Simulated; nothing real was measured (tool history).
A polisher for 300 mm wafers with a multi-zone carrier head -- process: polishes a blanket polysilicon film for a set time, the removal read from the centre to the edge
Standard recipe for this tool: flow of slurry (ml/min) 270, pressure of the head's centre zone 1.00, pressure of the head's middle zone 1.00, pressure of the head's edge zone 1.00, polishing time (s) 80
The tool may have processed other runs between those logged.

run   hour  flow of slurry (ml/min)  pressure of the head's centre zone  pressure of the head's middle zone  pressure of the head's edge zone  polishing time (s)  incoming thickness of the incoming film, nm  film removed at the wafer's centre (angstrom)  film removed at mid-radius (angstrom)  film removed at the wafer's edge (angstrom)
  1    0.0                      270                                1.00                                1.00                              1.00                  80                                       1266.8                                           4009                                   4063                                         4079
  2   74.0                      270                                1.00                                1.00                              1.00                  80                                       1260.1                                           4097                                   4110                                         4103
     163.8  -- worn pad replaced by a new one
  3  164.3                      270                                1.00                                1.00                              1.00                  80                                       1274.0                                           4104                                   4059                                         4170
     215.4  -- slurry nozzle cleaned
  4  229.9                      345                                1.00                                0.91                              1.00                  80                                       1286.7                                           4098                                   3820                                         4183
  5  306.8                      345                                1.00                                0.91                              1.00                  80                                       1292.2                                           4126                                   3853                                         4185
     344.4  -- worn pad replaced by a new one
  6  394.2                      345                                1.00                                0.91                              1.00                  80                                       1269.7                                           4125                                   3856                                         4209
     437.4  -- centre zone pressure recalibrated
  7  477.4                      270                                1.00                                1.00                              1.00                  80                                       1287.8                                           4039                                   4178                                         4140
  8  550.5                      270                                1.00                                1.00                              1.00                  80                                       1281.3                                           4076                                   4083                                         4188
     568.7  -- worn pad replaced by a new one
     588.8  -- edge zone pressure recalibrated
  9  596.7                      270                                1.00                                0.92                              1.09                  80                                       1303.7                                           4042                                   3777                                         4291
     653.3  -- slurry nozzle cleaned
 10  681.3                      340                                0.88                                0.93                              1.00                  60                                       1276.8                                           2740                                   2902                                         3131

Predict the results of run 11:
     714.3  -- carrier head's membrane replaced by a new one
 11  740.0                      270                                1.00                                1.00                              1.00                  80                                       1301.1                                              ?                                      ?                                            ?

{"run 11": {"film removed at the wafer's centre (angstrom)": 4088, "film removed at mid-radius (angstrom)": 4062, "film removed at the wafer's edge (angstrom)": 4148}}
Minus the tool's unlogged condition, the same run would have read film removed at the wafer's centre (angstrom) 4088, film removed at mid-radius (angstrom) 4062, film removed at the wafer's edge (angstrom) 4148.

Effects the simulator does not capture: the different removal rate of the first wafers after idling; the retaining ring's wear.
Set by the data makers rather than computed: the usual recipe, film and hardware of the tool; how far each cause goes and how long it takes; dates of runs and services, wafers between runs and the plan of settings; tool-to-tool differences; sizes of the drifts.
